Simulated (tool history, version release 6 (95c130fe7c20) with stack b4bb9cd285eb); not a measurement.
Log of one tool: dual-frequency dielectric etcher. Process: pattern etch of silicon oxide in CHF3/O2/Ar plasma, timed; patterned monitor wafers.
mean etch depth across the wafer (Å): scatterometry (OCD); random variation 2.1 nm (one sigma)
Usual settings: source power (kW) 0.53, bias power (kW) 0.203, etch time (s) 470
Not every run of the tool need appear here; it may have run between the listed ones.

run,hour,source power (kW),bias power (kW),etch time (s),wafers since the last listed run,hours since the last wet clean,hours since the last source power generator calibration,hours since the last bias power generator calibration,hours since the last upper electrode change,hours since the gauge calibration,"read-back reference wafer on the same gauge, depth_nm",mean etch depth across the wafer (Å)
1,0,0.53,0.203,470,0,394.3,2507.6,3732.8,3534,628,841.1,8688
# hour 30.6: wet clean of the chamber
2,45.2,0.53,0.203,470,60,14.6,2552.8,3778,3579.2,673.2,841,8536
3,84.7,0.45,0.185,470,113,54.1,2592.3,3817.5,3618.7,712.7,840.9,7792
4,207.3,0.53,0.182,470,351,176.7,2714.9,3940.1,3741.3,835.3,841.7,8353
5,274,0.53,0.182,470,191,243.4,2781.6,4006.8,3808,902,841,8349
# hour 309.1: bias power generator calibrated
# hour 370.8: gauge calibrated
6,378.7,0.59,0.203,470,288,348.1,2886.3,69.6,3912.7,7.9,840.7,9028
7,406.6,0.59,0.203,470,79,376,2914.2,97.5,3940.6,35.8,841,8992
# hour 445.2: upper electrode replaced
# hour 508.1: wet clean of the chamber
8,565.8,0.53,0.232,536,318,57.7,3073.4,256.7,120.6,195,840.6,10398
# hour 576.9: source power generator calibrated
9,606.9,0.46,0.203,470,106,98.8,30,297.8,161.7,236.1,840.9,8305
10,640.3,0.43,0.155,519.5,95,132.2,63.4,331.2,195.1,269.5,840.9,8268
# hour 717.4: wet clean of the chamber, repeated, since the last time left the tool worse
11,778.3,0.46,0.184,362,326,60.9,201.4,469.2,333.1,407.5,841.2,6048

Forecast run 12:
12,826.2,0.53,0.182,470,137,108.8,249.3,517.1,381,455.4,?,?

Run 12 measured read-back reference wafer on the same gauge, depth_nm 841.2, mean etch depth across the wafer (Å) 8318.
The same run, on a tool lacking any hidden state, would have yielded mean etch depth across the wafer (Å) 8298.
